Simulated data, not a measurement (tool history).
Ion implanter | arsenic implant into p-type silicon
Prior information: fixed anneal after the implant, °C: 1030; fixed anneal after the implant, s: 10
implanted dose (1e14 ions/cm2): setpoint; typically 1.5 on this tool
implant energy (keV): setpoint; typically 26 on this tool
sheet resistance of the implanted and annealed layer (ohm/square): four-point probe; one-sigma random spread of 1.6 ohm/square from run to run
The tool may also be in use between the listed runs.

run,hour,implanted dose (1e14 ions/cm2),implant energy (keV),wafers since the last listed run,hours since the last dose calibration,hours since the extraction supply was calibrated,hours since the gauge calibration,"read-back reference wafer on the same gauge, sheet resistance",sheet resistance of the implanted and annealed layer (ohm/square)
1,0,1.5,26,0,315.5,5945.3,629.7,491.94,526.98
2,52.2,1.5,26,1085,367.7,5997.5,681.9,492.03,529.96
3,124.7,1.5,26,1507,440.2,6070,754.4,492.04,529.02
4,164.9,1.34,21.5,835,480.4,6110.2,794.6,491.88,586.93
5,227.6,1.34,21.5,1303,543.1,6172.9,857.3,492.17,589.25
6,294.4,1.34,21.5,1388,609.9,6239.7,924.1,492.08,588.94
7,337.5,1.5,26,895,653,6282.8,967.2,491.91,521.96
8,420.2,1.5,26,1719,735.7,6365.5,1049.9,492.01,522.88
9,515.4,1.5,26,1979,830.9,6460.7,1145.1,492,522.81
10,553.8,1.6,26,798,869.3,6499.1,1183.5,492.18,499.01
11,596.6,1.6,26,889,912.1,6541.9,1226.3,491.97,500.23
12,684.7,1.6,26,1831,1000.2,6630,1314.4,491.97,502.69
# hour 756.8: Faraday cup replaced and dose calibrated
13,778.9,1.31,17.5,1791,22.1,6724.2,1408.6,492.04,626.16
# hour 790.1: gauge calibrated
14,857.9,1.5,26,1642,101.1,6803.2,67.8,491.67,532.06
15,919.7,1.5,26,1284,162.9,6865,129.6,492.2,528.92
# hour 929.8: extraction supply calibrated
16,1019.4,1.5,29.5,1906,262.6,89.6,229.3,492.15,517.88
17,1090.5,1.22,22,1478,333.7,160.7,300.4,492.08,627.55
18,1191.8,1.27,31,2105,435,262,401.7,491.73,575.49
19,1242.1,1.1,33,1045,485.3,312.3,452,491.96,625.74
20,1313.2,1.89,17.5,1478,556.4,383.4,523.1,491.95,468.27
21,1411.7,1.91,32.5,2047,654.9,481.9,621.6,491.95,425.23
22,1492,1.5,19.5,1669,735.2,562.2,701.9,492.02,547.31

Run 23 has not been measured yet. What should we expect?
23,1599.9,1.74,28.5,2243,843.1,670.1,809.8,?,?

read-back reference wafer on the same gauge, sheet resistance: 491.99
sheet resistance of the implanted and annealed layer (ohm/square): 465.74
Without the tool's hidden state the same run would have given sheet resistance of the implanted and annealed layer (ohm/square) 475.18.

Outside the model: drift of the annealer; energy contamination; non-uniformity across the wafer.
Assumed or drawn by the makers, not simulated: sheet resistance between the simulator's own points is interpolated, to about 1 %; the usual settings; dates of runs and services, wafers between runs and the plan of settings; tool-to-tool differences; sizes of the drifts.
